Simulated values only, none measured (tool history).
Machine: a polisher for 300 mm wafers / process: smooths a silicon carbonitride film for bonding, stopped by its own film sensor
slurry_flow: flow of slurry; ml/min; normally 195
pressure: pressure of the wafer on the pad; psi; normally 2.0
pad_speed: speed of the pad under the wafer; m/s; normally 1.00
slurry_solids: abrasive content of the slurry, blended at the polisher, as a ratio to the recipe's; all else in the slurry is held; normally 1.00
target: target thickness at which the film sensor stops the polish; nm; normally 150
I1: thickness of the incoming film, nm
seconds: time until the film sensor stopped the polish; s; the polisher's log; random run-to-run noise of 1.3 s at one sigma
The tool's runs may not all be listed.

{"run": 1, "hour": 0.0, "slurry_flow": 195, "pressure": 2.0, "pad_speed": 1.0, "slurry_solids": 1.0, "target": 150, "I1": 182.2, "seconds": 138.1}
{"run": 2, "hour": 10.9, "slurry_flow": 195, "pressure": 2.0, "pad_speed": 1.0, "slurry_solids": 1.0, "target": 150, "I1": 179.1, "seconds": 125.0}
{"run": 3, "hour": 22.7, "slurry_flow": 195, "pressure": 2.0, "pad_speed": 1.0, "slurry_solids": 1.0, "target": 150, "I1": 180.0, "seconds": 128.9}
{"run": 4, "hour": 33.0, "slurry_flow": 195, "pressure": 2.0, "pad_speed": 1.0, "slurry_solids": 1.0, "target": 150, "I1": 179.8, "seconds": 128.2}
{"run": 5, "hour": 47.5, "slurry_flow": 235, "pressure": 2.0, "pad_speed": 1.0, "slurry_solids": 1.0, "target": 144, "I1": 183.3, "seconds": 168.7}
{"hour": 50.3, "done": "head pressure recalibrated"}
{"run": 6, "hour": 60.9, "slurry_flow": 195, "pressure": 2.0, "pad_speed": 1.16, "slurry_solids": 1.0, "target": 150, "I1": 179.8, "seconds": 116.1}
{"run": 7, "hour": 77.2, "slurry_flow": 195, "pressure": 2.0, "pad_speed": 1.16, "slurry_solids": 1.0, "target": 150, "I1": 176.8, "seconds": 109.9}
{"run": 8, "hour": 83.5, "slurry_flow": 195, "pressure": 2.0, "pad_speed": 1.0, "slurry_solids": 1.0, "target": 150, "I1": 180.8, "seconds": 141.7}
{"hour": 88.5, "done": "worn pad replaced by a new one, of another model than before"}
{"hour": 97.7, "done": "slurry nozzle cleaned"}
{"run": 9, "hour": 100.4, "slurry_flow": 195, "pressure": 2.0, "pad_speed": 1.0, "slurry_solids": 1.0, "target": 150, "I1": 179.7, "seconds": 124.4}
{"run": 10, "hour": 116.7, "slurry_flow": 195, "pressure": 2.0, "pad_speed": 1.0, "slurry_solids": 0.9, "target": 150, "I1": 177.3, "seconds": 121.4}
{"run": 11, "hour": 126.6, "slurry_flow": 195, "pressure": 2.0, "pad_speed": 1.0, "slurry_solids": 1.0, "target": 150, "I1": 179.8, "seconds": 127.3}
{"run": 12, "hour": 144.1, "slurry_flow": 195, "pressure": 2.0, "pad_speed": 1.0, "slurry_solids": 1.0, "target": 150, "I1": 181.4, "seconds": 133.0}
{"run": 13, "hour": 155.5, "slurry_flow": 235, "pressure": 2.3, "pad_speed": 1.0, "slurry_solids": 1.0, "target": 150, "I1": 180.2, "seconds": 116.9}
{"run": 14, "hour": 170.3, "slurry_flow": 195, "pressure": 2.0, "pad_speed": 1.0, "slurry_solids": 1.0, "target": 150, "I1": 179.7, "seconds": 127.7}
{"run": 15, "hour": 186.8, "slurry_flow": 195, "pressure": 2.0, "pad_speed": 1.2, "slurry_solids": 1.0, "target": 150, "I1": 183.6, "seconds": 132.9}
{"run": 16, "hour": 199.5, "slurry_flow": 195, "pressure": 2.0, "pad_speed": 1.0, "slurry_solids": 1.0, "target": 154, "I1": 180.7, "seconds": 118.8}
{"run": 17, "hour": 206.1, "slurry_flow": 165, "pressure": 2.0, "pad_speed": 1.0, "slurry_solids": 1.0, "target": 150, "I1": 180.4, "seconds": 136.6}
{"run": 18, "hour": 221.5, "slurry_flow": 170, "pressure": 2.0, "pad_speed": 1.14, "slurry_solids": 0.85, "target": 140, "I1": 182.1, "seconds": 195.8}
{"hour": 236.7, "done": "worn pad replaced by a new one"}
{"run": 19, "hour": 237.2, "slurry_flow": 195, "pressure": 2.0, "pad_speed": 1.0, "slurry_solids": 1.0, "target": 150, "I1": 182.3, "seconds": 139.4}
{"hour": 242.1, "done": "slurry blender recalibrated"}
{"run": 20, "hour": 243.0, "slurry_flow": 235, "pressure": 2.0, "pad_speed": 1.0, "slurry_solids": 1.0, "target": 144, "I1": 180.9, "seconds": 153.0}
{"run": 21, "hour": 250.1, "slurry_flow": 195, "pressure": 2.0, "pad_speed": 1.26, "slurry_solids": 0.9, "target": 150, "I1": 176.5, "seconds": 102.5}
{"run": 22, "hour": 263.9, "slurry_flow": 195, "pressure": 2.2, "pad_speed": 1.0, "slurry_solids": 1.0, "target": 156, "I1": 179.0, "seconds": 93.7}
{"run": 23, "hour": 273.8, "slurry_flow": 135, "pressure": 2.0, "pad_speed": 1.0, "slurry_solids": 0.75, "target": 154, "I1": 183.5, "seconds": 145.7}
{"run": 24, "hour": 282.4, "slurry_flow": 195, "pressure": 2.0, "pad_speed": 0.64, "slurry_solids": 1.0, "target": 150, "I1": 180.9, "seconds": 165.3}
{"run": 25, "hour": 298.8, "slurry_flow": 195, "pressure": 2.0, "pad_speed": 0.9, "slurry_solids": 1.0, "target": 150, "I1": 180.4, "seconds": 138.5}
{"run": 26, "hour": 311.8, "slurry_flow": 150, "pressure": 2.0, "pad_speed": 1.34, "slurry_solids": 1.0, "target": 150, "I1": 181.1, "seconds": 114.6}
{"run": 27, "hour": 321.9, "slurry_flow": 195, "pressure": 1.6, "pad_speed": 1.0, "slurry_solids": 1.1, "target": 150, "I1": 181.4, "seconds": 149.4}
{"run": 28, "hour": 331.9, "slurry_flow": 150, "pressure": 2.0, "pad_speed": 1.0, "slurry_solids": 1.0, "target": 150, "I1": 177.1, "seconds": 119.8}
{"hour": 373.5, "done": "worn pad replaced by a new one"}
{"run": 29, "hour": 378.8, "slurry_flow": 195, "pressure": 2.0, "pad_speed": 1.0, "slurry_solids": 1.0, "target": 150, "I1": 179.6, "seconds": 128.0}
{"run": 30, "hour": 390.2, "slurry_flow": 170, "pressure": 2.0, "pad_speed": 1.14, "slurry_solids": 0.85, "target": 140, "I1": 179.7, "seconds": 167.4}

Measured less the same run without the tool's hidden state. The same run-to-run variation is in both; the gauge's scatter may not be:
The tool's hidden condition here consists of: removal rate lost through wear of the pad, %; slurry flow missing at the pad, %; deviation of the head's pressure from its setpoint, %; abrasive missing from the slurry, %.
run=1 seconds=+2.2
run=2 seconds=+2.7
run=3 seconds=+3.8
run=4 seconds=+4.8
run=5 seconds=+8.4
run=6 seconds=+7.3
run=7 seconds=+8.9
run=8 seconds=+12.6
run=9 seconds=+0.3
run=10 seconds=+0.6
run=11 seconds=+1.0
run=12 seconds=+2.0
run=13 seconds=+2.4
run=14 seconds=+3.9
run=15 seconds=+5.8
run=16 seconds=+6.6
run=17 seconds=+8.5
run=18 seconds=+15.5
run=19 seconds=+0.3
run=20 seconds=+0.5
run=21 seconds=+0.3
run=22 seconds=+0.6
run=23 seconds=+1.2
run=24 seconds=+1.9
run=25 seconds=+2.7
run=26 seconds=+3.2
run=27 seconds=+5.2
run=28 seconds=+5.1
run=29 seconds=+2.5
run=30 seconds=+3.5

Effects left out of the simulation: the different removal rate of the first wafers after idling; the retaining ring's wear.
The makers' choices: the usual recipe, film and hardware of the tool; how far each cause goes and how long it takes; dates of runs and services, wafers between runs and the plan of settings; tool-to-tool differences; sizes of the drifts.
